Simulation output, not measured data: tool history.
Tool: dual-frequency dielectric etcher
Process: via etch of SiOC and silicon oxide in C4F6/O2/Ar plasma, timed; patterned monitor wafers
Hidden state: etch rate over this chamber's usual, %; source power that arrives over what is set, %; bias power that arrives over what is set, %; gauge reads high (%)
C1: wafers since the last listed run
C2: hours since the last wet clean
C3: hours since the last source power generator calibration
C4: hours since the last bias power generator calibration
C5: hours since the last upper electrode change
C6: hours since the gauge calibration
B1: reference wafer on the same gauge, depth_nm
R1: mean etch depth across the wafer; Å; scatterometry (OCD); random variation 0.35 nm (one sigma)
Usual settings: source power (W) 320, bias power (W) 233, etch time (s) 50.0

Run 1, hour 0.0: usual settings; C1 0; C2 264.2; C3 3879.9; C4 1136.0; C5 3054.0; C6 119.5; B1 50.4. Result: R1 541 Å.
Run 2, hour 56.8: usual settings; C1 717; C2 321.0; C3 3936.7; C4 1192.8; C5 3110.8; C6 176.3; B1 50.2. Result: R1 548 Å.
Run 3, hour 112.7: usual settings; C1 706; C2 376.9; C3 3992.6; C4 1248.7; C5 3166.7; C6 232.2; B1 50.0. Result: R1 539 Å.
Run 4, hour 154.2: usual settings but bias power (W) 193; C1 524; C2 418.4; C3 4034.1; C4 1290.2; C5 3208.2; C6 273.7; B1 49.9. Result: R1 488 Å.
At hour 235.6: wet clean of the chamber.
Run 5, hour 236.1: usual settings but bias power (W) 193; C1 731; C2 0.5; C3 4116.0; C4 1372.1; C5 3290.1; C6 355.6; B1 49.8. Result: R1 484 Å.
Run 6, hour 280.1: usual settings but source power (W) 280; C1 556; C2 44.5; C3 4160.0; C4 1416.1; C5 3334.1; C6 399.6; B1 49.7. Result: R1 513 Å.
Run 7, hour 348.2: usual settings but source power (W) 280; C1 860; C2 112.6; C3 4228.1; C4 1484.2; C5 3402.2; C6 467.7; B1 49.7. Result: R1 510 Å.
Run 8, hour 395.3: usual settings; C1 595; C2 159.7; C3 4275.2; C4 1531.3; C5 3449.3; C6 514.8; B1 49.8. Result: R1 538 Å.
At hour 461.0: source power generator calibrated.
Run 9, hour 461.5: usual settings but source power (W) 270, bias power (W) 277; C1 786; C2 225.9; C3 0.5; C4 1597.5; C5 3515.5; C6 581.0; B1 49.6. Result: R1 543 Å.
Run 10, hour 481.9: usual settings but source power (W) 270, bias power (W) 277; C1 257; C2 246.3; C3 20.9; C4 1617.9; C5 3535.9; C6 601.4; B1 49.5. Result: R1 546 Å.
At hour 511.9: gauge calibrated.
At hour 519.5: upper electrode replaced.
Run 11, hour 548.1: usual settings but bias power (W) 197; C1 533; C2 312.5; C3 87.1; C4 1684.1; C5 28.6; C6 36.2; B1 51.1. Result: R1 506 Å.
Run 12, hour 586.4: usual settings but source power (W) 280, bias power (W) 188; C1 484; C2 350.8; C3 125.4; C4 1722.4; C5 66.9; C6 74.5; B1 50.8. Result: R1 459 Å.
Run 13, hour 625.8: usual settings but bias power (W) 195, etch time (s) 56.5; C1 497; C2 390.2; C3 164.8; C4 1761.8; C5 106.3; C6 113.9; B1 50.6. Result: R1 566 Å.
Run 14, hour 687.6: usual settings but bias power (W) 216, etch time (s) 35.5; C1 781; C2 452.0; C3 226.6; C4 1823.6; C5 168.1; C6 175.7; B1 50.4. Result: R1 375 Å.
At hour 717.3: bias power generator calibrated.
At hour 729.1: wet clean of the chamber.
Run 15, hour 738.0: usual settings but bias power (W) 283; C1 437; C2 8.9; C3 277.0; C4 20.7; C5 218.5; C6 226.1; B1 50.2. Result: R1 599 Å.
Run 16, hour 780.8: usual settings but source power (W) 290, bias power (W) 277, etch time (s) 60.0; C1 540; C2 51.7; C3 319.8; C4 63.5; C5 261.3; C6 268.9; B1 50.2. Result: R1 684 Å.
Run 17, hour 834.7: usual settings but source power (W) 400, etch time (s) 41.0; C1 681; C2 105.6; C3 373.7; C4 117.4; C5 315.2; C6 322.8; B1 50.1. Result: R1 487 Å.
Run 18, hour 886.0: usual settings; C1 648; C2 156.9; C3 425.0; C4 168.7; C5 366.5; C6 374.1; B1 50.0. Result: R1 545 Å.
Run 19, hour 949.2: usual settings; C1 798; C2 220.1; C3 488.2; C4 231.9; C5 429.7; C6 437.3; B1 50.0. Result: R1 544 Å.
Run 20, hour 998.7: usual settings but source power (W) 360, bias power (W) 216, etch time (s) 35.5; C1 625; C2 269.6; C3 537.7; C4 281.4; C5 479.2; C6 486.8; B1 49.8. Result: R1 382 Å.

Forecast each of these 3 alternatives for the next run:
Run A, hour 999.1: usual settings but etch time (s) 40.5; C1 5; C2 270.0; C3 538.1; C4 281.8; C5 479.6; C6 487.2; B1 ?. Result: R1 ?.
Run B, hour 999.1: usual settings but etch time (s) 35.5; C1 5; C2 270.0; C3 538.1; C4 281.8; C5 479.6; C6 487.2; B1 ?. Result: R1 ?.
Run C, hour 999.1: usual settings but source power (W) 390, bias power (W) 249, etch time (s) 42.0; C1 5; C2 270.0; C3 538.1; C4 281.8; C5 479.6; C6 487.2; B1 ?. Result: R1 ?.

run    B1   R1
  A  49.9  437
  B  49.9  383
  C  49.9  509
Without the tool's hidden state the same runs would have given:
run   R1
  A  446
  B  391
  C  519
